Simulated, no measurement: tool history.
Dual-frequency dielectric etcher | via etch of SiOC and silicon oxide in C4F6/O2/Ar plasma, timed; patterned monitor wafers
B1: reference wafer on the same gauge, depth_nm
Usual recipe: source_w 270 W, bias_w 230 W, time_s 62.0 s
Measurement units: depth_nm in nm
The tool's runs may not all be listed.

run 1 hour=0.0 | source_w=270 bias_w=230 time_s=74.5 | B1=62.2 | depth_nm=82.2
run 2 hour=14.3 | source_w=270 bias_w=230 time_s=74.5 | B1=62.2 | depth_nm=82.1
run 3 hour=28.7 | source_w=270 bias_w=230 time_s=74.5 | B1=62.2 | depth_nm=82.0
-- hour=58.6 wet clean of the chamber
-- hour=59.1 upper electrode replaced
run 4 hour=59.6 | source_w=270 bias_w=208 time_s=62.0 | B1=62.2 | depth_nm=67.7
run 5 hour=60.0 | source_w=270 bias_w=271 time_s=62.0 | B1=62.2 | depth_nm=71.0
run 6 hour=69.4 | source_w=270 bias_w=271 time_s=62.0 | B1=62.2 | depth_nm=71.8
run 7 hour=81.8 | source_w=270 bias_w=271 time_s=62.0 | B1=62.2 | depth_nm=71.4
-- hour=92.9 source power generator calibrated
run 8 hour=97.3 | source_w=270 bias_w=230 time_s=74.5 | B1=62.2 | depth_nm=82.5
run 9 hour=111.6 | source_w=270 bias_w=247 time_s=52.0 | B1=62.1 | depth_nm=58.1
-- hour=111.9 gauge calibrated
-- hour=124.9 bias power generator calibrated
run 10 hour=128.0 | source_w=270 bias_w=210 time_s=62.0 | B1=62.1 | depth_nm=67.2
run 11 hour=139.6 | source_w=270 bias_w=230 time_s=62.0 | B1=62.2 | depth_nm=68.7
run 12 hour=153.4 | source_w=270 bias_w=230 time_s=62.0 | B1=62.2 | depth_nm=68.8
run 13 hour=169.7 | source_w=300 bias_w=230 time_s=62.0 | B1=62.1 | depth_nm=71.2
run 14 hour=175.8 | source_w=270 bias_w=275 time_s=62.0 | B1=62.2 | depth_nm=71.5
run 15 hour=190.5 | source_w=200 bias_w=271 time_s=62.0 | B1=62.2 | depth_nm=65.7

Consider 3 possible next runs. They are alternatives, not a sequence: every one starts from the tool as it was left by run 15. What does each give?
run A hour=190.9 | source_w=270 bias_w=230 time_s=62.0 | B1=? | depth_nm=?
run B hour=190.9 | source_w=270 bias_w=230 time_s=79.0 | B1=? | depth_nm=?
run C hour=190.9 | source_w=210 bias_w=258 time_s=62.0 | B1=? | depth_nm=?

run=A B1=62.2 depth_nm=68.0
run=B B1=62.2 depth_nm=86.7
run=C B1=62.2 depth_nm=64.7
Without the tool's hidden state the same runs would have given:
run=A depth_nm=68.0
run=B depth_nm=86.7
run=C depth_nm=64.7
